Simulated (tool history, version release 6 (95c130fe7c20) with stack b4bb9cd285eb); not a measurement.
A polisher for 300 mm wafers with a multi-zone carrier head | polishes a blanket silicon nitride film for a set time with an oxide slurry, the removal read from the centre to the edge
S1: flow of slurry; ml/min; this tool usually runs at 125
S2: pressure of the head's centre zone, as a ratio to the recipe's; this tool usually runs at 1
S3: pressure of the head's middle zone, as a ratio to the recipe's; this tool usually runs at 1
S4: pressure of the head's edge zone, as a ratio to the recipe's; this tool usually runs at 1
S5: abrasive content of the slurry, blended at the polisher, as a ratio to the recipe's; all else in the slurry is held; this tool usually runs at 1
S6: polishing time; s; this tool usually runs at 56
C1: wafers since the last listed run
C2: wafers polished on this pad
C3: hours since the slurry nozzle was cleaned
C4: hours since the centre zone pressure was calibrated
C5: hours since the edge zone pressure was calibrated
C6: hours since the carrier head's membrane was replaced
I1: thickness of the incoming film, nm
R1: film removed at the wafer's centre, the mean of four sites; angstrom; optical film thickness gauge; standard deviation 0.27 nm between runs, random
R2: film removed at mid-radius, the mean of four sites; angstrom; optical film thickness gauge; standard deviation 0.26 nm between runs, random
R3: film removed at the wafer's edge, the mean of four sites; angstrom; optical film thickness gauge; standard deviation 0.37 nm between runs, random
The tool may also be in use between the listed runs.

run 1 hour=0 | S1=125 S2=1 S3=1 S4=1 S5=1 S6=56 | C1=0 C2=5243 C3=550.1 C4=735.6 C5=85.7 C6=143.9 | I1=393.8 | R1=312 R2=312 R3=320
-- hour=54.6 slurry nozzle cleaned
run 2 hour=82.8 | S1=125 S2=1 S3=1.04 S4=1 S5=1 S6=56 | C1=722 C2=5966 C3=28.2 C4=818.4 C5=168.5 C6=226.7 | I1=390.5 | R1=340 R2=339 R3=337
run 3 hour=129.4 | S1=125 S2=1 S3=1 S4=0.91 S5=1 S6=56 | C1=411 C2=6377 C3=74.8 C4=865 C5=215.1 C6=273.3 | I1=390.1 | R1=333 R2=329 R3=323
-- hour=143.9 worn pad replaced by a new one
-- hour=212 centre zone pressure recalibrated
run 4 hour=235.3 | S1=125 S2=1 S3=1 S4=1 S5=1 S6=56 | C1=882 C2=789 C3=180.7 C4=23.3 C5=321 C6=379.2 | I1=393.7 | R1=332 R2=329 R3=332
run 5 hour=326.1 | S1=150 S2=1 S3=1 S4=1 S5=1 S6=62 | C1=802 C2=1591 C3=271.5 C4=114.1 C5=411.8 C6=470 | I1=387.7 | R1=376 R2=378 R3=379
run 6 hour=396.8 | S1=125 S2=1 S3=1 S4=0.93 S5=1.2 S6=37 | C1=624 C2=2216 C3=342.2 C4=184.8 C5=482.5 C6=540.7 | I1=389 | R1=227 R2=226 R3=225
run 7 hour=464.2 | S1=135 S2=1 S3=1 S4=1.07 S5=1.2 S6=76 | C1=595 C2=2811 C3=409.6 C4=252.2 C5=549.9 C6=608.1 | I1=385.6 | R1=488 R2=469 R3=495
-- hour=738.8 carrier head's membrane replaced by a new one
run 8 hour=748.7 | S1=125 S2=0.95 S3=1 S4=1 S5=1 S6=56 | C1=2469 C2=5281 C3=694.1 C4=536.7 C5=834.4 C6=9.9 | I1=388.5 | R1=307 R2=310 R3=325
-- hour=764.6 slurry nozzle cleaned
run 9 hour=789.8 | S1=140 S2=1.03 S3=1.04 S4=1 S5=1.1 S6=56 | C1=354 C2=5635 C3=25.2 C4=577.8 C5=875.5 C6=51 | I1=385.8 | R1=362 R2=360 R3=354
run 10 hour=895.9 | S1=125 S2=1 S3=1 S4=0.93 S5=1.2 S6=37 | C1=937 C2=6573 C3=131.3 C4=683.9 C5=981.6 C6=157.1 | I1=389 | R1=238 R2=233 R3=229
-- hour=928.5 worn pad replaced by a new one
run 11 hour=993.9 | S1=150 S2=1 S3=1 S4=1 S5=0.8 S6=56 | C1=830 C2=577 C3=229.3 C4=781.9 C5=1079.6 C6=255.1 | I1=388.7 | R1=327 R2=313 R3=323
run 12 hour=1048.6 | S1=125 S2=1 S3=1 S4=1 S5=1 S6=64 | C1=483 C2=1060 C3=284 C4=836.6 C5=1134.3 C6=309.8 | I1=391.9 | R1=381 R2=366 R3=381
run 13 hour=1088.6 | S1=115 S2=1 S3=1 S4=1.11 S5=1 S6=65 | C1=353 C2=1414 C3=324 C4=876.6 C5=1174.3 C6=349.8 | I1=386.8 | R1=374 R2=364 R3=401
-- hour=1144.3 centre zone pressure recalibrated
run 14 hour=1178.7 | S1=125 S2=1 S3=1 S4=1 S5=1 S6=56 | C1=778 C2=2192 C3=414.1 C4=34.4 C5=1264.4 C6=439.9 | I1=390.9 | R1=324 R2=320 R3=340
run 15 hour=1284 | S1=125 S2=1 S3=0.89 S4=1 S5=1.2 S6=42 | C1=930 C2=3123 C3=519.4 C4=139.7 C5=1369.7 C6=545.2 | I1=384.9 | R1=258 R2=242 R3=268
-- hour=1348.6 edge zone pressure recalibrated
run 16 hour=1389.7 | S1=125 S2=1 S3=1 S4=1 S5=1 S6=56 | C1=916 C2=4039 C3=625.1 C4=245.4 C5=41.1 C6=650.9 | I1=392.5 | R1=314 R2=308 R3=329
run 17 hour=1465.9 | S1=125 S2=1 S3=1.12 S4=1 S5=1 S6=71 | C1=673 C2=4712 C3=701.3 C4=321.6 C5=117.3 C6=727.1 | I1=384.6 | R1=394 R2=415 R3=420
-- hour=1511.4 slurry nozzle cleaned
-- hour=1515.7 carrier head's membrane replaced by a new one
run 18 hour=1517.3 | S1=80 S2=1.04 S3=0.9 S4=0.89 S5=1 S6=56 | C1=406 C2=5119 C3=5.9 C4=373 C5=168.7 C6=1.6 | I1=389.9 | R1=294 R2=267 R3=289
run 19 hour=1563.1 | S1=125 S2=1 S3=0.97 S4=1.09 S5=1 S6=56 | C1=404 C2=5524 C3=51.7 C4=418.8 C5=214.5 C6=47.4 | I1=390.1 | R1=330 R2=323 R3=350
-- hour=1589.3 worn pad replaced by a new one
run 20 hour=1609.6 | S1=125 S2=1 S3=1 S4=1 S5=1 S6=56 | C1=375 C2=179 C3=98.2 C4=465.3 C5=261 C6=93.9 | I1=394.5 | R1=334 R2=327 R3=344
run 21 hour=1670.3 | S1=125 S2=0.94 S3=0.96 S4=1.07 S5=1 S6=56 | C1=536 C2=715 C3=158.9 C4=526 C5=321.7 C6=154.6 | I1=385.8 | R1=318 R2=318 R3=344

Forecast each of these 4 alternatives for the next run:
run A hour=1670.7 | S1=125 S2=1 S3=1 S4=1 S5=1 S6=56 | C1=3 C2=718 C3=159.3 C4=526.4 C5=322.1 C6=155 | I1=391.7 | R1=? R2=? R3=?
run B hour=1670.7 | S1=150 S2=1 S3=1.07 S4=1 S5=1 S6=56 | C1=3 C2=718 C3=159.3 C4=526.4 C5=322.1 C6=155 | I1=391.7 | R1=? R2=? R3=?
run C hour=1670.7 | S1=125 S2=1.06 S3=0.91 S4=1 S5=1 S6=47 | C1=3 C2=718 C3=159.3 C4=526.4 C5=322.1 C6=155 | I1=391.7 | R1=? R2=? R3=?
run D hour=1670.7 | S1=125 S2=0.93 S3=1.1 S4=1 S5=1.15 S6=67 | C1=3 C2=718 C3=159.3 C4=526.4 C5=322.1 C6=155 | I1=391.7 | R1=? R2=? R3=?

run=A R1=335 R2=328 R3=338
run=B R1=352 R2=356 R3=349
run=C R1=292 R2=262 R3=284
run=D R1=402 R2=435 R3=425
With the hidden condition removed and each run's random variation left untouched, the same runs would have given:
run=A R1=343 R2=335 R3=343
run=B R1=359 R2=362 R3=353
run=C R1=299 R2=268 R3=288
run=D R1=411 R2=443 R3=431
